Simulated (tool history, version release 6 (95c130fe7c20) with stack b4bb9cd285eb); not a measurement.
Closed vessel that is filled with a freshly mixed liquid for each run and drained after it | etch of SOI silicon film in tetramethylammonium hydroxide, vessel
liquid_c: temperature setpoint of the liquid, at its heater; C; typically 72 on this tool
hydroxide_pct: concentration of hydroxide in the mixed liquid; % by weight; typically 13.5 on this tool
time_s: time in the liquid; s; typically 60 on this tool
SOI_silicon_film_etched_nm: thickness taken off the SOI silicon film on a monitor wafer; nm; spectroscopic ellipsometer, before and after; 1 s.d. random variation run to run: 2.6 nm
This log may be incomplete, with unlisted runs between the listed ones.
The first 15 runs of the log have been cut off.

run    hour  liquid_c  hydroxide_pct  time_s  wafers since the last listed run  hours since the thermometer was replaced  hours since the hydroxide flow meter was replaced  hours since the gauge calibration  read-back film thickness of the SOI silicon film reference wafer, read on the same gauge (nm)  SOI_silicon_film_etched_nm
 16  1238.6        72           13.5      60                              4300                                      57.8                                              255.6                             1123.4                                                                                         139.99                      435.58
 17  1279.2        72           14.5      85                              3644                                      98.4                                              296.2                               1164                                                                                         139.98                      595.88
 18  1373.8        72             12      60                              8492                                       193                                              390.8                             1258.6                                                                                            140                      457.98
     1452.6  -- gauge calibrated
 19  1472.4        75             16      75                              8851                                     291.6                                              489.4                               19.8                                                                                         140.02                      595.64
     1503.1  -- hydroxide flow meter replaced
 20  1562.4      66.5           16.5      80                              7989                                     381.6                                               59.3                              109.8                                                                                            140                       394.8
 21    1622        79           10.5      30                              5350                                     441.2                                              118.9                              169.4                                                                                         140.01                      366.66
 22  1689.9        72           13.5      60                              6095                                     509.1                                              186.8                              237.3                                                                                         139.99                      443.92
 23  1771.7        72           13.5      60                              7343                                     590.9                                              268.6                              319.1                                                                                            140                      443.54
 24    1875      65.5           10.5      60                              9273                                     694.2                                              371.9                              422.4                                                                                         139.98                       330.5
 25  1958.6        72           13.5      60                              7504                                     777.8                                              455.5                                506                                                                                            140                      433.09
     2050.9  -- hydroxide flow meter replaced
 26  2062.3        72           10.5      60                              9219                                     881.5                                               11.4                              609.7                                                                                            140                      498.35
 27  2117.8        72             10      45                              4982                                       937                                               66.9                              665.2                                                                                            140                       380.1
 28  2205.7        72           13.5      60                              7890                                    1024.9                                              154.8                              753.1                                                                                         139.96                      443.17
 29  2294.5        72           13.5      85                              7971                                    1113.7                                              243.6                              841.9                                                                                         140.02                      623.39
 30  2368.3        65           10.5      80                              6625                                    1187.5                                              317.4                              915.7                                                                                         140.02                      426.56
 31  2472.3        80           17.5      70                              9336                                    1291.5                                              421.4                             1019.7                                                                                         140.04                      708.62
 32  2519.3        66           13.5      45                              4219                                    1338.5                                              468.4                             1066.7                                                                                         139.99                      226.55

Consider 5 possible next runs. They are alternatives, not a sequence: every one starts from the tool as it was left by run 32. What does each give?
  A  2520        72           13.5      60                                62                                    1339.2                                              469.1                             1067.4                                                                                              ?                           ?
  B  2520        77             16      30                                62                                    1339.2                                              469.1                             1067.4                                                                                              ?                           ?
  C  2520        72             15      60                                62                                    1339.2                                              469.1                             1067.4                                                                                              ?                           ?
  D  2520      77.5             16      95                                62                                    1339.2                                              469.1                             1067.4                                                                                              ?                           ?
  E  2520        78             16      30                                62                                    1339.2                                              469.1                             1067.4                                                                                              ?                           ?

run  read-back film thickness of the SOI silicon film reference wafer, read on the same gauge (nm)  SOI_silicon_film_etched_nm
  A                                                                                         139.99                       430.4
  B                                                                                         139.99                      269.32
  C                                                                                         139.99                      414.61
  D                                                                                         139.99                       877.2
  E                                                                                         139.99                       284.9
Had the tool no hidden state, the same runs would have come out as:
run  SOI_silicon_film_etched_nm
  A                      452.62
  B                      279.12
  C                      428.42
  D                      909.12
  E                      295.26
